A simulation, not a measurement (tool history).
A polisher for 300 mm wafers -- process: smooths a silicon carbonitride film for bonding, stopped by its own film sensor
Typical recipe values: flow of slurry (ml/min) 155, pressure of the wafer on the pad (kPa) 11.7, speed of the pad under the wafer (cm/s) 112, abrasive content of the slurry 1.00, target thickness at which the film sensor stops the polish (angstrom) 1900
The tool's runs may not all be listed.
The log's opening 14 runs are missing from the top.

run   hour  flow of slurry (ml/min)  pressure of the wafer on the pad (kPa)  speed of the pad under the wafer (cm/s)  abrasive content of the slurry  target thickness at which the film sensor stops the polish (angstrom)  incoming thickness of the incoming film, nm  time until the film sensor stopped the polish (s)
     401.7  -- slurry blender recalibrated
 15  402.2                      155                                    13.8                                      148                            1.00                                                                   1900                                        220.0                                               99.2
 16  433.3                      155                                    14.5                                      100                            1.00                                                                   1900                                        220.4                                              132.8
 17  449.9                      120                                    11.7                                      126                            0.75                                                                   1970                                        217.8                                              106.7
 18  469.9                      175                                    11.7                                      112                            1.00                                                                   1900                                        220.4                                              136.4
     491.6  -- worn pad replaced by a new one
 19  493.1                      155                                    11.7                                      112                            1.00                                                                   1900                                        216.8                                              106.8
 20  508.9                      135                                    11.7                                      112                            0.75                                                                   1900                                        219.5                                              146.9
 21  521.7                      155                                    11.7                                      112                            1.00                                                                   1900                                        218.4                                              115.3
 22  570.3                      155                                     7.6                                      112                            1.00                                                                   1900                                        221.1                                              166.1
 23  602.9                      115                                    11.7                                       90                            0.85                                                                   1900                                        222.2                                              190.3
 24  634.8                      155                                    11.7                                      144                            1.00                                                                   1900                                        220.2                                              108.3
     663.7  -- slurry blender recalibrated
 25  664.2                      155                                    14.5                                      112                            1.00                                                                   1900                                        220.1                                              115.7
 26  693.7                      180                                    11.7                                      112                            1.00                                                                   1900                                        220.9                                              132.3
     709.4  -- worn pad replaced by a new one
 27  725.9                      185                                    10.3                                      112                            1.20                                                                   1900                                        218.8                                              109.2
 28  738.2                      155                                    11.7                                       96                            1.00                                                                   1900                                        220.1                                              135.6
 29  763.9                      155                                    11.7                                      112                            1.00                                                                   1920                                        219.3                                              111.8
     783.0  -- head pressure recalibrated
 30  799.3                      155                                    11.7                                      112                            1.00                                                                   1900                                        220.8                                              135.3
 31  814.0                      155                                    13.1                                      112                            1.15                                                                   1900                                        218.8                                              111.5

Alternative continuations, all from the tool just after run 31; predict every row:
  A  814.5                      155                                    11.7                                      112                            1.00                                                                   1860                                        220.0                                                  ?
  B  814.5                      155                                    11.7                                      112                            1.00                                                                   1980                                        220.0                                                  ?
  C  814.5                      155                                    11.7                                      112                            1.00                                                                   1870                                        220.0                                                  ?

run  time until the film sensor stopped the polish (s)
  A                                              149.9
  B                                               97.0
  C                                              145.4
Stripped of hidden state, with their random variation kept, the same runs would have yielded:
run  time until the film sensor stopped the polish (s)
  A                                              135.5
  B                                               87.7
  C                                              131.5
